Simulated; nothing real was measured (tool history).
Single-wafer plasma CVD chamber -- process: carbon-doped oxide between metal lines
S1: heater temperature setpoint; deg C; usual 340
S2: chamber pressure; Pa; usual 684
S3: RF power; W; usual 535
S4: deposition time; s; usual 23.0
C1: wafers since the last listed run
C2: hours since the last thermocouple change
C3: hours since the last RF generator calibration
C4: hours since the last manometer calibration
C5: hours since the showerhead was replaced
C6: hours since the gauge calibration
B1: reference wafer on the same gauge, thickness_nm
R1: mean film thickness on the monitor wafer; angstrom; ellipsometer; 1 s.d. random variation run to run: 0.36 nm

run    hour   S1   S2   S3    S4    C1      C2     C3      C4      C5      C6       B1       R1
  1     0.0  349  684  535  23.0     0   605.7  220.1  2323.9  6412.3   266.0  126.082  1319.47
  2    42.7  349  684  535  23.0  1352   648.4  262.8  2366.6  6455.0   308.7  126.016  1314.50
  3    87.1  340  684  535  23.0  1405   692.8  307.2  2411.0  6499.4   353.1  126.097  1350.78
  4   171.3  340  684  535  23.0  2666   777.0  391.4  2495.2  6583.6   437.3  125.877  1347.30
  5   276.8  340  684  535  23.0  3340   882.5  496.9  2600.7  6689.1   542.8  126.044  1350.81
  6   344.6  348  684  535  23.0  2146   950.3  564.7  2668.5  6756.9   610.6  125.958  1325.23
  7   450.8  348  684  535  23.0  3362  1056.5  670.9  2774.7  6863.1   716.8  125.977  1327.57
  8   531.5  340  684  535  20.6  2555  1137.2  751.6  2855.4  6943.8   797.5  125.890  1217.45
      586.8  -- capacitance manometer re-zeroed and calibrated
      656.9  -- thermocouple changed; heater temperature recalibrated
      657.4  -- showerhead replaced
      727.8  -- RF generator calibrated
  9   776.2  340  515  585  23.0  6969   119.3   48.4   189.4   118.8  1042.2  125.972  1431.77
      911.2  -- gauge calibrated
      981.7  -- thermocouple changed; heater temperature recalibrated, repeated, since the last time left the tool worse
 10  1040.5  340  684  535  23.0  8115    58.8  312.7   453.7   383.1   129.3  126.024  1346.15
 11  1084.7  327  684  535  23.0  1399   103.0  356.9   497.9   427.3   173.5  125.967  1397.34
 12  1121.5  340  684  535  23.0  1165   139.8  393.7   534.7   464.1   210.3  126.095  1347.30
 13  1163.8  328  543  535  23.0  1339   182.1  436.0   577.0   506.4   252.6  126.054  1354.34
 14  1246.9  352  684  535  23.0  2631   265.2  519.1   660.1   589.5   335.7  126.061  1301.73
 15  1343.0  349  684  535  23.0  3042   361.3  615.2   756.2   685.6   431.8  126.083  1311.88

Hidden state, per run?
delivered RF power above the setpoint (%): 0 in every run
true pressure above the setpoint (%): 0 in every run
gauge reads high (%): 0 in every run
H1: wafer temperature above the value expected at the setpoint (K)
run      H1
  1    -1.8
  2   -1.95
  3    -2.1
  4   -2.38
  5   -2.74
  6   -2.97
  7   -3.33
  8    -3.6
  9   -7.11
 10  -0.474
 11  -0.624
 12  -0.749
 13  -0.892
 14   -1.17
 15    -1.5
